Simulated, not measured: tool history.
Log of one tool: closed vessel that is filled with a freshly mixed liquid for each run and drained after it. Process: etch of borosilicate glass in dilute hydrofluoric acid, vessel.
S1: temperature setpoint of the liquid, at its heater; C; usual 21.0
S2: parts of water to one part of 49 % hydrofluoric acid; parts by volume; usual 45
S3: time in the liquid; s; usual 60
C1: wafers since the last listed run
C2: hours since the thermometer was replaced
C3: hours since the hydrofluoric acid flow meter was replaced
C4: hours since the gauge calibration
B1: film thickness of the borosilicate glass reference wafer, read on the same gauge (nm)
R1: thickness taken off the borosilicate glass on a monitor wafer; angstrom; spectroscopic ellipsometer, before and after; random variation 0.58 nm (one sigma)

run 1 hour=0.0 | S1=21.0 S2=45 S3=60 | C1=0 C2=74.5 C3=489.0 C4=566.3 | B1=150.00 | R1=620.6
run 2 hour=62.7 | S1=21.0 S2=45 S3=60 | C1=8135 C2=137.2 C3=551.7 C4=629.0 | B1=150.02 | R1=625.9
run 3 hour=151.2 | S1=21.0 S2=45 S3=60 | C1=11482 C2=225.7 C3=640.2 C4=717.5 | B1=150.01 | R1=632.0
-- hour=207.7 gauge calibrated
run 4 hour=244.8 | S1=21.0 S2=45 S3=60 | C1=12144 C2=319.3 C3=733.8 C4=37.1 | B1=149.99 | R1=628.8
run 5 hour=351.9 | S1=21.0 S2=45 S3=60 | C1=13896 C2=426.4 C3=840.9 C4=144.2 | B1=149.98 | R1=623.5
run 6 hour=457.1 | S1=19.5 S2=45 S3=50 | C1=13649 C2=531.6 C3=946.1 C4=249.4 | B1=150.01 | R1=510.1
run 7 hour=507.3 | S1=19.5 S2=45 S3=50 | C1=6513 C2=581.8 C3=996.3 C4=299.6 | B1=150.00 | R1=510.1
run 8 hour=587.7 | S1=21.0 S2=45 S3=60 | C1=10431 C2=662.2 C3=1076.7 C4=380.0 | B1=149.97 | R1=660.2
run 9 hour=655.6 | S1=21.0 S2=45 S3=60 | C1=8809 C2=730.1 C3=1144.6 C4=447.9 | B1=150.03 | R1=663.8
run 10 hour=705.7 | S1=21.0 S2=45 S3=60 | C1=6500 C2=780.2 C3=1194.7 C4=498.0 | B1=150.00 | R1=659.2
run 11 hour=960.8 | S1=19.5 S2=45 S3=60 | C1=33098 C2=1035.3 C3=1449.8 C4=753.1 | B1=150.01 | R1=622.5
run 12 hour=1063.3 | S1=21.0 S2=45 S3=60 | C1=13299 C2=1137.8 C3=1552.3 C4=855.6 | B1=150.00 | R1=668.8
-- hour=1137.6 gauge calibrated
-- hour=1153.0 thermometer replaced
run 13 hour=1170.2 | S1=21.0 S2=45 S3=60 | C1=13740 C2=17.2 C3=1659.2 C4=32.6 | B1=149.99 | R1=607.1
run 14 hour=1228.8 | S1=17.5 S2=45 S3=60 | C1=7603 C2=75.8 C3=1717.8 C4=91.2 | B1=149.99 | R1=529.3
-- hour=1262.4 hydrofluoric acid flow meter replaced
run 15 hour=1318.7 | S1=21.0 S2=45 S3=60 | C1=11534 C2=165.7 C3=56.3 C4=181.1 | B1=149.99 | R1=631.7
run 16 hour=1362.9 | S1=17.0 S2=55 S3=60 | C1=5734 C2=209.9 C3=100.5 C4=225.3 | B1=150.02 | R1=423.9
run 17 hour=1464.8 | S1=21.0 S2=40 S3=60 | C1=13221 C2=311.8 C3=202.4 C4=327.2 | B1=149.97 | R1=715.7
run 18 hour=1541.9 | S1=21.0 S2=45 S3=60 | C1=10003 C2=388.9 C3=279.5 C4=404.3 | B1=150.00 | R1=628.2
run 19 hour=1601.8 | S1=21.0 S2=25 S3=60 | C1=7771 C2=448.8 C3=339.4 C4=464.2 | B1=150.01 | R1=1170.4
run 20 hour=1678.8 | S1=22.5 S2=45 S3=60 | C1=9990 C2=525.8 C3=416.4 C4=541.2 | B1=149.98 | R1=682.1

4 ways to go on from here, each from the tool as it stands after run 20. What would each give?
run A hour=1679.5 | S1=21.0 S2=45 S3=60 | C1=90 C2=526.5 C3=417.1 C4=541.9 | B1=? | R1=?
run B hour=1679.5 | S1=17.0 S2=45 S3=50 | C1=90 C2=526.5 C3=417.1 C4=541.9 | B1=? | R1=?
run C hour=1679.5 | S1=17.0 S2=35 S3=45 | C1=90 C2=526.5 C3=417.1 C4=541.9 | B1=? | R1=?
run D hour=1679.5 | S1=23.0 S2=35 S3=80 | C1=90 C2=526.5 C3=417.1 C4=541.9 | B1=? | R1=?

run=A B1=149.99 R1=633.6
run=B B1=149.99 R1=445.4
run=C B1=149.99 R1=521.3
run=D B1=149.99 R1=1196.4
Without the tool's hidden state the same runs would have given:
run=A R1=602.1
run=B R1=422.6
run=C R1=494.5
run=D R1=1137.4

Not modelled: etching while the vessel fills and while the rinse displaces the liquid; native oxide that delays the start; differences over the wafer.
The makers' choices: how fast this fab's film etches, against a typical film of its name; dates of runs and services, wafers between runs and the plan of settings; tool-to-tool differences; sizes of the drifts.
